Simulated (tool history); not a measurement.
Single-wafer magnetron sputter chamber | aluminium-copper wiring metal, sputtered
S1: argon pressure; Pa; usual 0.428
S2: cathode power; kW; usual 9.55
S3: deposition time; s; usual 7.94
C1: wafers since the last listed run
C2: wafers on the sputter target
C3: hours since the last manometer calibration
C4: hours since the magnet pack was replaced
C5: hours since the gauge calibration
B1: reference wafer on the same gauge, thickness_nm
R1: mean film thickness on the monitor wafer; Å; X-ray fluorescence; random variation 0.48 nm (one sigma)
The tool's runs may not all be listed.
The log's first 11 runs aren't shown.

At day 28.871: sputter target and shields replaced.
Run 12, day 28.892: usual settings; C1 1132; C2 15; C3 1468.3; C4 7519; C5 355.8; B1 107.88. Result: R1 1241.29 Å.
Run 13, day 31.462: usual settings but S1 0.477 Pa; C1 2002; C2 2017; C3 1530; C4 7580.7; C5 417.5; B1 108.038. Result: R1 1207.32 Å.
At day 34.142: capacitance manometer re-zeroed and calibrated.
Run 14, day 34.162: usual settings; C1 1843; C2 3861; C3 0.5; C4 7645.5; C5 482.3; B1 107.936. Result: R1 1267.66 Å.
At day 36.758: magnet pack replaced.
Run 15, day 37: usual settings but S1 0.524 Pa, S3 9.05 s; C1 1950; C2 5812; C3 68.6; C4 5.8; C5 550.4; B1 107.979. Result: R1 1353.04 Å.
Run 16, day 38.354: usual settings; C1 1054; C2 6867; C3 101.1; C4 38.3; C5 582.9; B1 107.945. Result: R1 1263.92 Å.
Run 17, day 39.562: usual settings but S1 0.362 Pa; C1 941; C2 7808; C3 130.1; C4 67.3; C5 611.9; B1 108.108. Result: R1 1320.51 Å.
Run 18, day 41.829: usual settings but S1 0.572 Pa, S2 10.4 kW; C1 1765; C2 9574; C3 184.5; C4 121.7; C5 666.3; B1 107.909. Result: R1 1237.83 Å.
Run 19, day 42.871: usual settings but S3 7.41 s; C1 811; C2 10385; C3 209.5; C4 146.7; C5 691.3; B1 107.871. Result: R1 1179.42 Å.
Run 20, day 44.692: usual settings but S1 0.307 Pa, S2 11.9 kW; C1 1418; C2 11804; C3 253.2; C4 190.4; C5 735; B1 107.941. Result: R1 1718.55 Å.
At day 47.696: sputter target and shields replaced.
Run 21, day 48.625: usual settings; C1 2804; C2 722; C3 347.6; C4 284.8; C5 829.4; B1 108.136. Result: R1 1250.14 Å.
Run 22, day 49.708: usual settings but S2 11.05 kW; C1 843; C2 1566; C3 373.6; C4 310.8; C5 855.4; B1 108.096. Result: R1 1453.08 Å.
Run 23, day 52.6: usual settings but S1 0.27 Pa, S3 9.07 s; C1 2252; C2 3819; C3 443; C4 380.2; C5 924.8; B1 107.998. Result: R1 1621.36 Å.
Run 24, day 53.925: usual settings but S1 0.579 Pa, S2 11.25 kW; C1 1032; C2 4851; C3 474.8; C4 412; C5 956.6; B1 108.022. Result: R1 1315.84 Å.
Run 25, day 55.829: usual settings but S1 0.378 Pa, S2 8.65 kW, S3 9.27 s; C1 1483; C2 6335; C3 520.5; C4 457.7; C5 1002.3; B1 108.17. Result: R1 1374.6 Å.
Run 26, day 58.142: usual settings but S3 9.43 s; C1 1801; C2 8136; C3 576; C4 513.2; C5 1057.8; B1 107.908. Result: R1 1482.32 Å.
Run 27, day 60.408: usual settings but S1 0.347 Pa, S2 8.95 kW; C1 1765; C2 9902; C3 630.4; C4 567.6; C5 1112.2; B1 108.075. Result: R1 1241.56 Å.
Run 28, day 62.125: usual settings; C1 1337; C2 11239; C3 671.6; C4 608.8; C5 1153.4; B1 108.193. Result: R1 1247.75 Å.
Run 29, day 64.5: usual settings but S1 0.502 Pa, S2 8.25 kW, S3 6.55 s; C1 1850; C2 13089; C3 728.6; C4 665.8; C5 1210.4; B1 108.163. Result: R1 841.33 Å.
At day 66.604: sputter target and shields replaced.
Run 30, day 66.625: usual settings but S1 0.274 Pa, S3 7.47 s; C1 1395; C2 14; C3 779.6; C4 716.8; C5 1261.4; B1 107.902. Result: R1 1317.13 Å.
Run 31, day 67.529: usual settings; C1 704; C2 719; C3 801.3; C4 738.5; C5 1283.1; B1 107.966. Result: R1 1249.1 Å.
Run 32, day 69.404: usual settings but S1 0.548 Pa; C1 1460; C2 2179; C3 846.3; C4 783.5; C5 1328.1; B1 107.956. Result: R1 1141.06 Å.
Run 33, day 70.762: usual settings but S1 0.295 Pa, S2 8.9 kW, S3 8.99 s; C1 1058; C2 3238; C3 878.9; C4 816.1; C5 1360.7; B1 107.948. Result: R1 1455.76 Å.
Run 34, day 73.704: usual settings but S1 0.329 Pa, S2 7.85 kW, S3 6.53 s; C1 2291; C2 5529; C3 949.5; C4 886.7; C5 1431.3; B1 108.135. Result: R1 903.07 Å.

4 ways to go on from here, each from the tool as it stands after run 34. What would each give?
Run A, day 73.721: usual settings but S2 7.55 kW; C1 12; C2 5542; C3 949.9; C4 887.1; C5 1431.7; B1 ?. Result: R1 ?.
Run B, day 73.721: usual settings but S1 0.547 Pa, S3 9.31 s; C1 12; C2 5542; C3 949.9; C4 887.1; C5 1431.7; B1 ?. Result: R1 ?.
Run C, day 73.721: usual settings but S1 0.358 Pa, S2 8.75 kW, S3 8.37 s; C1 12; C2 5542; C3 949.9; C4 887.1; C5 1431.7; B1 ?. Result: R1 ?.
Run D, day 73.721: usual settings but S1 0.258 Pa, S2 8.9 kW; C1 12; C2 5542; C3 949.9; C4 887.1; C5 1431.7; B1 ?. Result: R1 ?.

run       B1       R1
  A  107.888   983.42
  B  107.888  1335.85
  C  107.888  1267.06
  D  107.888  1321.57
Without the tool's hidden state the same runs would have given:
run       R1
  A  1004.79
  B  1374.41
  C  1288.98
  D   1335.7

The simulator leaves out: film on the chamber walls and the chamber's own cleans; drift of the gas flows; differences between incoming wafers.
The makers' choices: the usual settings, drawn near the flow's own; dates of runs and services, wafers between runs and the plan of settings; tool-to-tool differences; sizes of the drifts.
